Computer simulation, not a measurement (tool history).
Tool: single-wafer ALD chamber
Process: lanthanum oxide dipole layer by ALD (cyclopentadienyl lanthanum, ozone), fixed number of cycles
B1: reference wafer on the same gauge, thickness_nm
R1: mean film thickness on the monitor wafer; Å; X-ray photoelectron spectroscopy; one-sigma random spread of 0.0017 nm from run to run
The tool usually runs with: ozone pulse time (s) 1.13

{"run": 1, "hour": 0.0, "ozone pulse time (s)": 1.13, "B1": 0.538, "R1": 5.52}
{"run": 2, "hour": 74.3, "ozone pulse time (s)": 1.13, "B1": 0.538, "R1": 5.51}
{"run": 3, "hour": 273.9, "ozone pulse time (s)": 1.13, "B1": 0.538, "R1": 5.53}
{"run": 4, "hour": 354.0, "ozone pulse time (s)": 1.13, "B1": 0.537, "R1": 5.52}
{"run": 5, "hour": 448.5, "ozone pulse time (s)": 1.13, "B1": 0.538, "R1": 5.5}
{"run": 6, "hour": 540.5, "ozone pulse time (s)": 1.13, "B1": 0.537, "R1": 5.5}
{"hour": 561.3, "done": "showerhead replaced"}
{"run": 7, "hour": 594.4, "ozone pulse time (s)": 1.33, "B1": 0.537, "R1": 5.77}
{"run": 8, "hour": 707.7, "ozone pulse time (s)": 1.33, "B1": 0.537, "R1": 5.72}
{"run": 9, "hour": 782.9, "ozone pulse time (s)": 1.33, "B1": 0.537, "R1": 5.74}
{"run": 10, "hour": 827.3, "ozone pulse time (s)": 1.13, "B1": 0.536, "R1": 5.49}
{"run": 11, "hour": 863.3, "ozone pulse time (s)": 1.13, "B1": 0.537, "R1": 5.47}
{"run": 12, "hour": 949.5, "ozone pulse time (s)": 1.13, "B1": 0.537, "R1": 5.5}
{"run": 13, "hour": 1039.2, "ozone pulse time (s)": 0.99, "B1": 0.536, "R1": 5.26}
{"run": 14, "hour": 1122.4, "ozone pulse time (s)": 1.13, "B1": 0.536, "R1": 5.49}
{"run": 15, "hour": 1189.2, "ozone pulse time (s)": 1.13, "B1": 0.537, "R1": 5.49}
{"hour": 1203.0, "done": "gauge calibrated"}
{"run": 16, "hour": 1296.1, "ozone pulse time (s)": 1.0, "B1": 0.546, "R1": 5.35}
{"run": 17, "hour": 1355.8, "ozone pulse time (s)": 0.95, "B1": 0.546, "R1": 5.27}
{"hour": 1394.3, "done": "thermocouple changed; heater temperature recalibrated"}
{"hour": 1399.6, "done": "ozone generator serviced"}
{"run": 18, "hour": 1443.6, "ozone pulse time (s)": 0.92, "B1": 0.544, "R1": 5.18}
{"run": 19, "hour": 1501.4, "ozone pulse time (s)": 1.29, "B1": 0.543, "R1": 5.77}
{"run": 20, "hour": 1593.4, "ozone pulse time (s)": 1.13, "B1": 0.542, "R1": 5.55}
{"run": 21, "hour": 1657.2, "ozone pulse time (s)": 1.51, "B1": 0.542, "R1": 5.92}
{"run": 22, "hour": 1722.0, "ozone pulse time (s)": 0.8, "B1": 0.542, "R1": 4.83}
{"run": 23, "hour": 1815.3, "ozone pulse time (s)": 1.56, "B1": 0.541, "R1": 5.9}
{"run": 24, "hour": 1860.3, "ozone pulse time (s)": 1.13, "B1": 0.541, "R1": 5.54}

Hidden state, per run?
wafer temperature above the value expected at the setpoint (K): 0, the same for each run
ozone dose above that of a generator just serviced (%): 0, the same for each run
H1: gauge reads high (%)
run=1 H1=-1.59
run=2 H1=-1.63
run=3 H1=-1.74
run=4 H1=-1.77
run=5 H1=-1.8
run=6 H1=-1.84
run=7 H1=-1.85
run=8 H1=-1.88
run=9 H1=-1.9
run=10 H1=-1.91
run=11 H1=-1.91
run=12 H1=-1.93
run=13 H1=-1.95
run=14 H1=-1.96
run=15 H1=-1.97
run=16 H1=-0.119
run=17 H1=-0.271
run=18 H1=-0.473
run=19 H1=-0.593
run=20 H1=-0.766
run=21 H1=-0.873
run=22 H1=-0.973
run=23 H1=-1.1
run=24 H1=-1.16
